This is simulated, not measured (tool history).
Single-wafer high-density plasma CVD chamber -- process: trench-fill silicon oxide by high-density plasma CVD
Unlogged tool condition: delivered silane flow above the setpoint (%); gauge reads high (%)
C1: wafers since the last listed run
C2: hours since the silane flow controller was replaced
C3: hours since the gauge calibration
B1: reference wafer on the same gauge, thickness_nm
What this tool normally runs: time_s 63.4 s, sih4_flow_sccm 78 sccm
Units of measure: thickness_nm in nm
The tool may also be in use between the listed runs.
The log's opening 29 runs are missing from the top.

{"hour": 753.5, "done": "silane flow controller replaced"}
{"run": 30, "hour": 764.6, "time_s": 54.8, "sih4_flow_sccm": 89, "C1": 182, "C2": 11.1, "C3": 250.2, "B1": 507.766, "thickness_nm": 464.992}
{"run": 31, "hour": 784.4, "time_s": 57.1, "sih4_flow_sccm": 78, "C1": 291, "C2": 30.9, "C3": 270.0, "B1": 507.015, "thickness_nm": 437.385}
{"run": 32, "hour": 810.7, "time_s": 63.4, "sih4_flow_sccm": 78, "C1": 386, "C2": 57.2, "C3": 296.3, "B1": 507.054, "thickness_nm": 485.195}
{"run": 33, "hour": 836.6, "time_s": 54.4, "sih4_flow_sccm": 68, "C1": 380, "C2": 83.1, "C3": 322.2, "B1": 506.616, "thickness_nm": 375.352}
{"run": 34, "hour": 851.9, "time_s": 56.7, "sih4_flow_sccm": 64, "C1": 225, "C2": 98.4, "C3": 337.5, "B1": 506.415, "thickness_nm": 371.164}
{"run": 35, "hour": 877.0, "time_s": 67.6, "sih4_flow_sccm": 63, "C1": 369, "C2": 123.5, "C3": 362.6, "B1": 506.054, "thickness_nm": 437.433}
{"run": 36, "hour": 905.9, "time_s": 52.8, "sih4_flow_sccm": 78, "C1": 425, "C2": 152.4, "C3": 391.5, "B1": 505.988, "thickness_nm": 402.983}
{"run": 37, "hour": 936.1, "time_s": 63.4, "sih4_flow_sccm": 78, "C1": 444, "C2": 182.6, "C3": 421.7, "B1": 505.707, "thickness_nm": 482.633}
{"run": 38, "hour": 952.9, "time_s": 63.4, "sih4_flow_sccm": 78, "C1": 247, "C2": 199.4, "C3": 438.5, "B1": 505.556, "thickness_nm": 483.587}

Branching from run 38: 5 alternative next runs. What would each branch give?
{"run": "A", "hour": 953.3, "time_s": 56.2, "sih4_flow_sccm": 78, "C1": 5, "C2": 199.8, "C3": 438.9, "B1": "?", "thickness_nm": "?"}
{"run": "B", "hour": 953.3, "time_s": 66.8, "sih4_flow_sccm": 69, "C1": 5, "C2": 199.8, "C3": 438.9, "B1": "?", "thickness_nm": "?"}
{"run": "C", "hour": 953.3, "time_s": 52.2, "sih4_flow_sccm": 68, "C1": 5, "C2": 199.8, "C3": 438.9, "B1": "?", "thickness_nm": "?"}
{"run": "D", "hour": 953.3, "time_s": 68.6, "sih4_flow_sccm": 71, "C1": 5, "C2": 199.8, "C3": 438.9, "B1": "?", "thickness_nm": "?"}
{"run": "E", "hour": 953.3, "time_s": 54.4, "sih4_flow_sccm": 67, "C1": 5, "C2": 199.8, "C3": 438.9, "B1": "?", "thickness_nm": "?"}

run=A B1=505.461 thickness_nm=429.118
run=B B1=505.461 thickness_nm=464.054
run=C B1=505.461 thickness_nm=358.635
run=D B1=505.461 thickness_nm=487.056
run=E B1=505.461 thickness_nm=369.587
Without the tool's hidden state the same runs would have given:
run=A thickness_nm=435.418
run=B thickness_nm=470.866
run=C thickness_nm=363.900
run=D thickness_nm=494.206
run=E thickness_nm=375.013
